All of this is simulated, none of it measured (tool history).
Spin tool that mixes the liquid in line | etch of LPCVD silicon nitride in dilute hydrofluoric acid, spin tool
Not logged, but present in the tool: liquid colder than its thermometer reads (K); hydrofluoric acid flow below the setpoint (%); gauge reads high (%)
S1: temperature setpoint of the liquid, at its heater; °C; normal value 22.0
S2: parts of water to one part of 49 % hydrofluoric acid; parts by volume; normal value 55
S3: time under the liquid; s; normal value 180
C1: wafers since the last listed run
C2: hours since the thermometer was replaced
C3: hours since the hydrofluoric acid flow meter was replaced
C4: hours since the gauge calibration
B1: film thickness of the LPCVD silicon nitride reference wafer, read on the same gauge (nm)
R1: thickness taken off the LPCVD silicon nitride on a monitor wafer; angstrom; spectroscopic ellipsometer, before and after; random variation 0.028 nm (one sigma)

{"run": 1, "day": 0.0, "S1": 22.0, "S2": 35, "S3": 255, "C1": 0, "C2": 893.1, "C3": 1419.0, "C4": 885.6, "B1": 79.986, "R1": 30.24}
{"run": 2, "day": 1.396, "S1": 22.0, "S2": 55, "S3": 180, "C1": 199, "C2": 926.6, "C3": 1452.5, "C4": 919.1, "B1": 79.967, "R1": 14.01}
{"run": 3, "day": 2.696, "S1": 22.0, "S2": 55, "S3": 180, "C1": 185, "C2": 957.8, "C3": 1483.7, "C4": 950.3, "B1": 79.985, "R1": 13.56}
{"run": 4, "day": 3.608, "S1": 22.0, "S2": 40, "S3": 180, "C1": 130, "C2": 979.7, "C3": 1505.6, "C4": 972.2, "B1": 79.991, "R1": 19.02}
{"day": 4.117, "done": "hydrofluoric acid flow meter replaced"}
{"run": 5, "day": 5.038, "S1": 22.0, "S2": 40, "S3": 180, "C1": 198, "C2": 1014.0, "C3": 22.1, "C4": 1006.5, "B1": 80.021, "R1": 18.82}
{"run": 6, "day": 5.975, "S1": 22.0, "S2": 40, "S3": 180, "C1": 134, "C2": 1036.5, "C3": 44.6, "C4": 1029.0, "B1": 80.015, "R1": 18.78}
{"day": 6.625, "done": "gauge calibrated"}
{"run": 7, "day": 6.917, "S1": 24.5, "S2": 55, "S3": 180, "C1": 134, "C2": 1059.1, "C3": 67.2, "C4": 7.0, "B1": 80.006, "R1": 16.6}
{"run": 8, "day": 7.871, "S1": 22.0, "S2": 55, "S3": 180, "C1": 136, "C2": 1082.0, "C3": 90.1, "C4": 29.9, "B1": 80.001, "R1": 13.83}
{"run": 9, "day": 8.838, "S1": 22.0, "S2": 45, "S3": 180, "C1": 138, "C2": 1105.2, "C3": 113.3, "C4": 53.1, "B1": 79.996, "R1": 16.15}
{"run": 10, "day": 9.838, "S1": 22.0, "S2": 55, "S3": 230, "C1": 142, "C2": 1129.2, "C3": 137.3, "C4": 77.1, "B1": 79.973, "R1": 17.04}
{"run": 11, "day": 11.208, "S1": 22.0, "S2": 55, "S3": 180, "C1": 195, "C2": 1162.1, "C3": 170.2, "C4": 110.0, "B1": 80.002, "R1": 13.58}
{"day": 12.575, "done": "thermometer replaced"}
{"run": 12, "day": 13.992, "S1": 22.0, "S2": 80, "S3": 180, "C1": 391, "C2": 34.0, "C3": 237.0, "C4": 176.8, "B1": 79.989, "R1": 8.49}
{"run": 13, "day": 15.146, "S1": 24.0, "S2": 55, "S3": 250, "C1": 165, "C2": 61.7, "C3": 264.7, "C4": 204.5, "B1": 80.009, "R1": 19.74}
{"run": 14, "day": 15.738, "S1": 25.0, "S2": 40, "S3": 180, "C1": 84, "C2": 75.9, "C3": 278.9, "C4": 218.7, "B1": 79.999, "R1": 20.48}
{"run": 15, "day": 16.271, "S1": 22.0, "S2": 55, "S3": 240, "C1": 76, "C2": 88.7, "C3": 291.7, "C4": 231.5, "B1": 80.0, "R1": 16.0}
{"run": 16, "day": 16.958, "S1": 26.0, "S2": 65, "S3": 180, "C1": 98, "C2": 105.2, "C3": 308.2, "C4": 248.0, "B1": 80.012, "R1": 13.66}
{"run": 17, "day": 18.125, "S1": 22.0, "S2": 55, "S3": 115, "C1": 166, "C2": 133.2, "C3": 336.2, "C4": 276.0, "B1": 79.981, "R1": 7.68}
{"day": 19.375, "done": "thermometer replaced, repeated, since the last time left the tool worse"}
{"run": 18, "day": 19.396, "S1": 22.0, "S2": 30, "S3": 275, "C1": 175, "C2": 0.5, "C3": 366.7, "C4": 306.5, "B1": 79.994, "R1": 40.19}
{"run": 19, "day": 20.688, "S1": 22.0, "S2": 55, "S3": 180, "C1": 184, "C2": 31.5, "C3": 397.7, "C4": 337.5, "B1": 80.003, "R1": 14.97}
{"run": 20, "day": 21.929, "S1": 19.5, "S2": 45, "S3": 275, "C1": 177, "C2": 61.3, "C3": 427.5, "C4": 367.3, "B1": 79.955, "R1": 23.46}
{"run": 21, "day": 22.538, "S1": 22.0, "S2": 55, "S3": 95, "C1": 86, "C2": 75.9, "C3": 442.1, "C4": 381.9, "B1": 79.997, "R1": 8.09}
{"run": 22, "day": 23.717, "S1": 22.0, "S2": 55, "S3": 180, "C1": 168, "C2": 104.2, "C3": 470.4, "C4": 410.2, "B1": 80.008, "R1": 14.72}
{"run": 23, "day": 24.475, "S1": 20.5, "S2": 55, "S3": 150, "C1": 108, "C2": 122.4, "C3": 488.6, "C4": 428.4, "B1": 80.01, "R1": 11.06}
{"run": 24, "day": 25.825, "S1": 18.0, "S2": 75, "S3": 235, "C1": 193, "C2": 154.8, "C3": 521.0, "C4": 460.8, "B1": 80.006, "R1": 10.3}
{"run": 25, "day": 26.838, "S1": 22.0, "S2": 55, "S3": 240, "C1": 144, "C2": 179.1, "C3": 545.3, "C4": 485.1, "B1": 80.023, "R1": 19.51}
{"run": 26, "day": 28.254, "S1": 24.0, "S2": 65, "S3": 150, "C1": 202, "C2": 213.1, "C3": 579.3, "C4": 519.1, "B1": 80.013, "R1": 12.02}
{"run": 27, "day": 29.6, "S1": 22.0, "S2": 45, "S3": 180, "C1": 192, "C2": 245.4, "C3": 611.6, "C4": 551.4, "B1": 80.021, "R1": 17.45}
{"run": 28, "day": 32.192, "S1": 20.0, "S2": 70, "S3": 245, "C1": 370, "C2": 307.6, "C3": 673.8, "C4": 613.6, "B1": 80.001, "R1": 14.26}
{"run": 29, "day": 33.483, "S1": 22.0, "S2": 55, "S3": 275, "C1": 184, "C2": 338.6, "C3": 704.8, "C4": 644.6, "B1": 80.007, "R1": 21.89}
{"run": 30, "day": 34.496, "S1": 18.0, "S2": 30, "S3": 180, "C1": 144, "C2": 362.9, "C3": 729.1, "C4": 668.9, "B1": 79.965, "R1": 20.09}
{"run": 31, "day": 35.042, "S1": 22.0, "S2": 80, "S3": 180, "C1": 78, "C2": 376.0, "C3": 742.2, "C4": 682.0, "B1": 80.007, "R1": 9.86}
{"run": 32, "day": 35.946, "S1": 18.5, "S2": 35, "S3": 180, "C1": 129, "C2": 397.7, "C3": 763.9, "C4": 703.7, "B1": 80.013, "R1": 17.13}

Consider 4 possible next runs. They are alternatives, not a sequence: every one starts from the tool as it was left by run 32. What does each give?
{"run": "A", "day": 35.967, "S1": 22.0, "S2": 55, "S3": 180, "C1": 2, "C2": 398.2, "C3": 764.4, "C4": 704.2, "B1": "?", "R1": "?"}
{"run": "B", "day": 35.967, "S1": 20.0, "S2": 55, "S3": 115, "C1": 2, "C2": 398.2, "C3": 764.4, "C4": 704.2, "B1": "?", "R1": "?"}
{"run": "C", "day": 35.967, "S1": 22.0, "S2": 65, "S3": 115, "C1": 2, "C2": 398.2, "C3": 764.4, "C4": 704.2, "B1": "?", "R1": "?"}
{"run": "D", "day": 35.967, "S1": 26.0, "S2": 55, "S3": 180, "C1": 2, "C2": 398.2, "C3": 764.4, "C4": 704.2, "B1": "?", "R1": "?"}

run=A B1=79.993 R1=14.63
run=B B1=79.993 R1=8.14
run=C B1=79.993 R1=7.94
run=D B1=79.993 R1=19.17
The same runs, with their run-to-run variation unchanged, on a tool lacking any hidden condition would have given:
run=A R1=15.24
run=B R1=8.49
run=C R1=8.27
run=D R1=19.95

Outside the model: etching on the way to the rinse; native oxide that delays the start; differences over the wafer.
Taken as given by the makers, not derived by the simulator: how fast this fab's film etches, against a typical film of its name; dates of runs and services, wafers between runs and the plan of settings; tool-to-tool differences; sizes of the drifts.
